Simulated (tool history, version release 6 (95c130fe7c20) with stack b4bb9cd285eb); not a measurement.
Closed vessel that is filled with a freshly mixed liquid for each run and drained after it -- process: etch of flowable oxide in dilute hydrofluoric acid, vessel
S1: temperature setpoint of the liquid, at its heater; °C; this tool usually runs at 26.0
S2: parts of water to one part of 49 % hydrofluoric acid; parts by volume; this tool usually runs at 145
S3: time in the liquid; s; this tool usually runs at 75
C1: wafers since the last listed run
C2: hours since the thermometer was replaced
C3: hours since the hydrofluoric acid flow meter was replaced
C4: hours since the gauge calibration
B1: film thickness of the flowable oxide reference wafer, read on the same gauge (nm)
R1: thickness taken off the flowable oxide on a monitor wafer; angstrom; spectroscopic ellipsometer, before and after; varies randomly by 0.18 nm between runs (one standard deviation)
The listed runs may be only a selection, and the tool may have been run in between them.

run	day	S1	S2	S3	C1	C2	C3	C4	B1	R1
1	0.000	26.0	115	75	0	1215.4	1411.5	1026.0	140.02	284.7
2	1.979	26.0	115	75	2819	1262.9	1459.0	1073.5	140.02	291.1
3	3.000	26.0	115	75	1454	1287.4	1483.5	1098.0	139.99	286.1
4	4.725	26.0	95	75	2457	1328.8	1524.9	1139.4	139.98	359.1
5	7.542	26.0	145	75	4012	1396.4	1592.5	1207.0	140.01	219.2
6	8.908	26.0	145	75	1947	1429.2	1625.3	1239.8	140.00	218.9
7	10.762	26.0	145	75	2641	1473.7	1669.8	1284.3	139.96	217.7
8	13.354	26.0	145	75	3692	1535.9	1732.0	1346.5	140.03	217.6
9	15.288	24.5	145	75	2754	1582.3	1778.4	1392.9	140.01	204.6
10	17.571	26.0	145	75	3252	1637.1	1833.2	1447.7	139.99	218.3
11	18.954	24.5	145	105	1970	1670.3	1866.4	1480.9	139.99	286.0
12	20.208	28.0	95	50	1786	1700.4	1896.5	1511.0	140.00	252.0
13	21.996	26.0	145	115	2546	1743.3	1939.4	1553.9	140.00	329.6
# day 24.267: hydrofluoric acid flow meter replaced
14	25.683	26.0	145	75	5194	1831.8	34.0	1642.4	140.00	217.2
15	28.667	26.0	145	75	4250	1903.4	105.6	1714.0	140.01	217.8
16	31.146	26.0	170	50	3531	1962.9	165.1	1773.5	140.02	119.2
17	34.267	26.0	85	75	4446	2037.8	240.0	1848.4	140.00	392.6
18	37.388	22.0	85	95	4446	2112.7	314.9	1923.3	140.00	425.6
19	38.921	28.0	80	50	2184	2149.5	351.7	1960.1	140.01	302.9
20	40.188	30.0	145	75	1804	2179.9	382.1	1990.5	139.98	249.4
21	42.325	23.0	195	75	3045	2231.2	433.4	2041.8	140.00	133.9
# day 44.758: thermometer replaced
22	44.779	28.5	120	100	3436	0.5	492.3	2100.7	139.99	410.9
23	46.025	21.0	125	90	1774	30.4	522.2	2130.6	140.02	263.7
# day 46.667: gauge calibrated
24	48.712	21.0	125	90	3828	94.9	586.7	49.1	139.96	263.9
25	50.050	26.0	145	75	1905	127.0	618.8	81.2	139.98	228.5
26	51.362	26.0	145	75	1869	158.5	650.3	112.7	140.00	224.7
27	52.871	26.0	145	75	2148	194.7	686.5	148.9	140.01	225.6
28	54.688	26.0	145	75	2588	238.3	730.1	192.5	140.03	226.0
29	57.496	21.5	205	75	4000	305.7	797.5	259.9	139.99	123.2
30	62.558	27.5	145	95	7212	427.2	919.0	381.4	139.99	299.5
31	65.425	26.0	145	75	4083	496.0	987.8	450.2	140.02	222.5
32	66.929	26.0	105	90	2142	532.1	1023.9	486.3	139.99	391.3
33	68.962	26.0	145	75	2896	580.9	1072.7	535.1	140.01	222.3

Consider 4 possible next runs. They are alternatives, not a sequence: every one starts from the tool as it was left by run 33. What does each give?
A	68.992	26.0	145	75	41	581.6	1073.4	535.8	?	?
B	68.992	26.0	105	55	41	581.6	1073.4	535.8	?	?
C	68.992	24.0	190	55	41	581.6	1073.4	535.8	?	?
D	68.992	26.0	75	75	41	581.6	1073.4	535.8	?	?

run	B1	R1
A	140.01	222.2
B	140.01	236.3
C	140.01	109.6
D	140.01	469.1
Take away the tool's hidden state, keep each run's random variation, and the runs would have read:
run	R1
A	225.8
B	240.3
C	111.4
D	477.1

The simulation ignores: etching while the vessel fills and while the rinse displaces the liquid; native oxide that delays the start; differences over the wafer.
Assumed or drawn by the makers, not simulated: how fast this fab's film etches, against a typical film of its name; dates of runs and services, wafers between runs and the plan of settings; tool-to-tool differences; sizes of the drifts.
